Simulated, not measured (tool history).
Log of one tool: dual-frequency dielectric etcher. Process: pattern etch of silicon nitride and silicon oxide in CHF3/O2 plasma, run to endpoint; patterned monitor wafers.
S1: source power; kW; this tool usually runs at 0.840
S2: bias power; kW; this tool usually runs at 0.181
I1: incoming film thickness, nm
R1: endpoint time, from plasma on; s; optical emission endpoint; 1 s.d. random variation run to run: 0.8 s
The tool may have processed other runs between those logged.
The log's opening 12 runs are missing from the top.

run   hour     S1     S2     I1     R1
 13  372.4  0.840  0.181  288.2  178.5
 14  402.7  0.840  0.181  287.1  181.0
 15  420.7  0.640  0.181  288.3  201.7
     435.0  -- source power generator calibrated
 16  456.1  1.030  0.197  287.5  160.4
 17  486.6  0.700  0.223  287.2  180.0
 18  508.2  1.030  0.224  290.6  155.3
 19  529.3  0.840  0.200  286.8  174.7
 20  551.5  1.050  0.225  285.3  150.4
 21  573.5  0.670  0.181  288.6  201.7
 22  590.4  0.780  0.140  288.1  206.3
 23  613.6  0.970  0.158  285.3  178.5
     619.3  -- bias power generator calibrated
 24  637.1  0.840  0.181  285.9  181.6
 25  649.5  1.050  0.159  288.4  176.4
     690.3  -- wet clean of the chamber
 26  690.8  0.670  0.181  286.6  193.4
 27  701.1  0.690  0.147  289.3  210.2
 28  715.4  0.840  0.208  288.5  169.2
 29  729.2  0.990  0.181  285.6  165.3

Predict the results of run 30:
 30  747.8  0.780  0.158  286.7   ?

R1: 193.9 s
Were there no unlogged condition in the tool, this run, its random variation unchanged, would have produced R1 193.5 s.

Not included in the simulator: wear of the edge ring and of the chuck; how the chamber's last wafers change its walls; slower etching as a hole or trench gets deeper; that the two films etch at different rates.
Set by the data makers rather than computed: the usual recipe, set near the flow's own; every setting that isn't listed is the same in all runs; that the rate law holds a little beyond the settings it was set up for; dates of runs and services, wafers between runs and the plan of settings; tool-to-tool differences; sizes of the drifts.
